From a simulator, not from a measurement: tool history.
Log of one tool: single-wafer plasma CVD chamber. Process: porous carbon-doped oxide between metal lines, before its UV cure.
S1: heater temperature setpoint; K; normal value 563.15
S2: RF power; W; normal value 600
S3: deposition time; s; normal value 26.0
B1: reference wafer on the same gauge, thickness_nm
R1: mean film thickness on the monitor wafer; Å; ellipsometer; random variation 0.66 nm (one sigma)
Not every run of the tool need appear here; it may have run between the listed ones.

run,hour,S1,S2,S3,B1,R1
1,0.0,563.15,690,26.0,189.992,1935.36
2,7.3,567.15,600,24.4,190.056,1616.97
3,14.4,567.15,600,24.4,190.012,1604.32
4,29.6,567.15,600,24.4,189.910,1611.62
5,35.7,563.15,600,26.0,190.076,1751.05
6,53.5,563.15,600,26.0,190.043,1740.11
# hour 72.7: thermocouple changed; heater temperature recalibrated
7,73.2,563.15,600,26.0,189.889,1748.88
# hour 85.6: RF generator calibrated
# hour 95.2: showerhead replaced
8,99.9,563.15,600,26.0,190.023,1682.86
# hour 100.1: gauge calibrated
9,116.7,563.15,600,26.0,190.217,1670.42
10,129.1,563.15,690,29.6,190.075,2128.29
11,136.1,563.15,690,29.6,190.067,2115.54
12,146.6,563.15,650,26.0,190.042,1775.67
# hour 168.7: RF generator calibrated, repeated, since the last time left the tool worse
13,169.2,558.15,685,21.1,189.912,1674.56
14,180.8,563.15,600,26.0,189.949,1813.97
15,195.1,563.15,560,27.6,189.950,1812.86
16,205.3,563.15,600,26.0,189.932,1817.45
17,243.9,573.15,600,22.5,189.987,1489.81
18,251.2,568.15,535,26.0,189.869,1611.83
19,267.4,556.15,520,23.9,189.968,1543.38
20,278.5,555.15,600,26.0,189.831,1881.84
21,294.2,571.15,680,30.6,189.946,2212.87
22,310.5,563.15,680,29.6,189.929,2254.02
23,320.6,571.15,490,27.7,190.176,1552.32
24,329.5,563.15,560,27.6,189.963,1798.92
25,337.7,575.15,520,28.1,189.988,1628.05
26,346.8,578.15,555,22.7,190.007,1359.56
27,359.9,563.15,600,22.9,190.013,1594.10
28,372.9,563.15,600,23.6,189.878,1626.62
29,379.5,563.15,600,29.4,189.993,1998.85
30,392.7,563.15,600,26.0,190.095,1785.20
31,402.6,572.15,500,29.5,190.036,1661.66
32,419.9,563.15,600,26.0,189.895,1778.99
33,432.5,573.15,510,30.5,189.962,1730.55

How would selected steps in R1 from run to run divide? Give the signed amount a tool lacking its hidden state would still show from settings, what came in and random variation, and the signed amount left for the hidden state, including any gauge scatter that is not in both of the compared results.
What the log doesn't record here: wafer temperature above the value expected at the setpoint (K); delivered RF power above the setpoint (%); gauge reads high (%).
Run 7 -> 8: RF generator calibrated, showerhead replaced. R1 -66.02 Å: hidden state -61.68, all else -4.34.
Run 9 -> 10: S2 600 -> 690, S3 26.0 -> 29.6. R1 +457.87 Å: hidden state -38.98, all else +496.85.
Run 12 -> 13: S1 563.15 -> 558.15, S2 650 -> 685, S3 26.0 -> 21.1, RF generator calibrated, repeated, since the last time left the tool worse. R1 -101.11 Å: hidden state +152.77, all else -253.88.
Run 22 -> 23: S1 563.15 -> 571.15, S2 680 -> 490, S3 29.6 -> 27.7. R1 -701.70 Å: hidden state +7.78, all else -709.48.
Run 28 -> 29: S3 23.6 -> 29.4. R1 +372.23 Å: hidden state -8.01, all else +380.24.
